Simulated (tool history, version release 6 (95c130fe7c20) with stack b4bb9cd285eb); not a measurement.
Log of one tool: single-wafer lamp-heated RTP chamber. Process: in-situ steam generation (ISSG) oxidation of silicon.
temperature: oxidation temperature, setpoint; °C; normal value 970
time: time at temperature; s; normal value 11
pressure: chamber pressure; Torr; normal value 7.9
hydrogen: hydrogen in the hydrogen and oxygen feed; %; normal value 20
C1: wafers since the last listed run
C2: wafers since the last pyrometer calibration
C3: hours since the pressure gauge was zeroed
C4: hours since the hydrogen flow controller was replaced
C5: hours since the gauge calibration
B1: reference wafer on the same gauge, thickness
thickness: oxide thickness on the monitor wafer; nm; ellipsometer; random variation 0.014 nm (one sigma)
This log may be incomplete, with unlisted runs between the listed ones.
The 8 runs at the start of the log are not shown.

{"hour": 208.0, "done": "hydrogen flow controller replaced"}
{"run": 9, "hour": 272.1, "temperature": 970, "time": 11, "pressure": 7.9, "hydrogen": 27, "C1": 575, "C2": 6889, "C3": 5002.1, "C4": 64.1, "C5": 88.2, "B1": 3.235, "thickness": 3.911}
{"run": 10, "hour": 287.4, "temperature": 970, "time": 11, "pressure": 7.9, "hydrogen": 27, "C1": 122, "C2": 7012, "C3": 5017.4, "C4": 79.4, "C5": 103.5, "B1": 3.229, "thickness": 3.9}
{"run": 11, "hour": 318.2, "temperature": 970, "time": 11, "pressure": 7.9, "hydrogen": 20, "C1": 247, "C2": 7260, "C3": 5048.2, "C4": 110.2, "C5": 134.3, "B1": 3.228, "thickness": 3.606}
{"run": 12, "hour": 343.1, "temperature": 970, "time": 11, "pressure": 7.9, "hydrogen": 20, "C1": 200, "C2": 7460, "C3": 5073.1, "C4": 135.1, "C5": 159.2, "B1": 3.228, "thickness": 3.613}
{"run": 13, "hour": 359.3, "temperature": 970, "time": 11, "pressure": 7.9, "hydrogen": 20, "C1": 130, "C2": 7590, "C3": 5089.3, "C4": 151.3, "C5": 175.4, "B1": 3.23, "thickness": 3.612}
{"run": 14, "hour": 378.1, "temperature": 988, "time": 11, "pressure": 8.5, "hydrogen": 20, "C1": 151, "C2": 7741, "C3": 5108.1, "C4": 170.1, "C5": 194.2, "B1": 3.226, "thickness": 3.783}
{"run": 15, "hour": 409.6, "temperature": 970, "time": 9, "pressure": 7.9, "hydrogen": 20, "C1": 253, "C2": 7994, "C3": 5139.6, "C4": 201.6, "C5": 225.7, "B1": 3.229, "thickness": 3.343}
{"run": 16, "hour": 424.3, "temperature": 970, "time": 11, "pressure": 7.2, "hydrogen": 20, "C1": 118, "C2": 8112, "C3": 5154.3, "C4": 216.3, "C5": 240.4, "B1": 3.228, "thickness": 3.618}
{"run": 17, "hour": 444.2, "temperature": 975, "time": 7, "pressure": 7.1, "hydrogen": 24, "C1": 159, "C2": 8272, "C3": 5174.2, "C4": 236.2, "C5": 260.3, "B1": 3.228, "thickness": 3.197}
{"run": 18, "hour": 462.9, "temperature": 970, "time": 11, "pressure": 9.0, "hydrogen": 20, "C1": 150, "C2": 8423, "C3": 5192.9, "C4": 254.9, "C5": 279.0, "B1": 3.231, "thickness": 3.563}
{"run": 19, "hour": 492.2, "temperature": 954, "time": 15, "pressure": 7.9, "hydrogen": 25, "C1": 235, "C2": 8658, "C3": 5222.2, "C4": 284.2, "C5": 308.3, "B1": 3.229, "thickness": 4.089}
{"run": 20, "hour": 506.4, "temperature": 970, "time": 12, "pressure": 9.4, "hydrogen": 12, "C1": 114, "C2": 8772, "C3": 5236.4, "C4": 298.4, "C5": 322.5, "B1": 3.226, "thickness": 3.279}
{"run": 21, "hour": 541.3, "temperature": 959, "time": 7, "pressure": 7.9, "hydrogen": 20, "C1": 280, "C2": 9053, "C3": 5271.3, "C4": 333.3, "C5": 357.4, "B1": 3.23, "thickness": 2.945}
{"hour": 555.2, "done": "pressure gauge zeroed"}
{"hour": 563.5, "done": "pyrometer window cleaned and pyrometer calibrated"}
{"run": 22, "hour": 572.5, "temperature": 970, "time": 12, "pressure": 7.9, "hydrogen": 20, "C1": 122, "C2": 72, "C3": 17.3, "C4": 364.5, "C5": 388.6, "B1": 3.23, "thickness": 3.659}
{"run": 23, "hour": 587.4, "temperature": 970, "time": 11, "pressure": 7.9, "hydrogen": 20, "C1": 119, "C2": 191, "C3": 32.2, "C4": 379.4, "C5": 403.5, "B1": 3.231, "thickness": 3.546}
{"run": 24, "hour": 621.5, "temperature": 982, "time": 11, "pressure": 7.9, "hydrogen": 20, "C1": 274, "C2": 465, "C3": 66.3, "C4": 413.5, "C5": 437.6, "B1": 3.23, "thickness": 3.66}
{"run": 25, "hour": 649.6, "temperature": 970, "time": 11, "pressure": 7.9, "hydrogen": 20, "C1": 225, "C2": 691, "C3": 94.4, "C4": 441.6, "C5": 465.7, "B1": 3.233, "thickness": 3.55}
{"run": 26, "hour": 676.1, "temperature": 970, "time": 7, "pressure": 6.9, "hydrogen": 26, "C1": 213, "C2": 904, "C3": 120.9, "C4": 468.1, "C5": 492.2, "B1": 3.229, "thickness": 3.207}
{"run": 27, "hour": 691.5, "temperature": 970, "time": 10, "pressure": 6.9, "hydrogen": 15, "C1": 123, "C2": 1028, "C3": 136.3, "C4": 483.5, "C5": 507.6, "B1": 3.232, "thickness": 3.144}
{"run": 28, "hour": 704.5, "temperature": 970, "time": 11, "pressure": 7.9, "hydrogen": 20, "C1": 104, "C2": 1133, "C3": 149.3, "C4": 496.5, "C5": 520.6, "B1": 3.232, "thickness": 3.539}
{"run": 29, "hour": 728.5, "temperature": 970, "time": 11, "pressure": 7.9, "hydrogen": 20, "C1": 192, "C2": 1325, "C3": 173.3, "C4": 520.5, "C5": 544.6, "B1": 3.23, "thickness": 3.575}
{"run": 30, "hour": 740.6, "temperature": 970, "time": 7, "pressure": 7.9, "hydrogen": 20, "C1": 97, "C2": 1423, "C3": 185.4, "C4": 532.6, "C5": 556.7, "B1": 3.23, "thickness": 2.978}
{"run": 31, "hour": 774.6, "temperature": 970, "time": 11, "pressure": 7.9, "hydrogen": 20, "C1": 273, "C2": 1696, "C3": 219.4, "C4": 566.6, "C5": 590.7, "B1": 3.229, "thickness": 3.579}

Branching from run 31: 4 alternative next runs. What would each branch give?
{"run": "A", "hour": 775.0, "temperature": 970, "time": 8, "pressure": 7.9, "hydrogen": 20, "C1": 3, "C2": 1699, "C3": 219.8, "C4": 567.0, "C5": 591.1, "B1": "?", "thickness": "?"}
{"run": "B", "hour": 775.0, "temperature": 970, "time": 11, "pressure": 7.9, "hydrogen": 12, "C1": 3, "C2": 1699, "C3": 219.8, "C4": 567.0, "C5": 591.1, "B1": "?", "thickness": "?"}
{"run": "C", "hour": 775.0, "temperature": 970, "time": 7, "pressure": 8.5, "hydrogen": 27, "C1": 3, "C2": 1699, "C3": 219.8, "C4": 567.0, "C5": 591.1, "B1": "?", "thickness": "?"}
{"run": "D", "hour": 775.0, "temperature": 970, "time": 11, "pressure": 7.9, "hydrogen": 28, "C1": 3, "C2": 1699, "C3": 219.8, "C4": 567.0, "C5": 591.1, "B1": "?", "thickness": "?"}

run=A B1=3.230 thickness=3.158
run=B B1=3.230 thickness=3.160
run=C B1=3.230 thickness=3.250
run=D B1=3.230 thickness=3.907
With no hidden state in the tool, these same runs would have given:
run=A thickness=3.130
run=B thickness=3.128
run=C thickness=3.223
run=D thickness=3.867
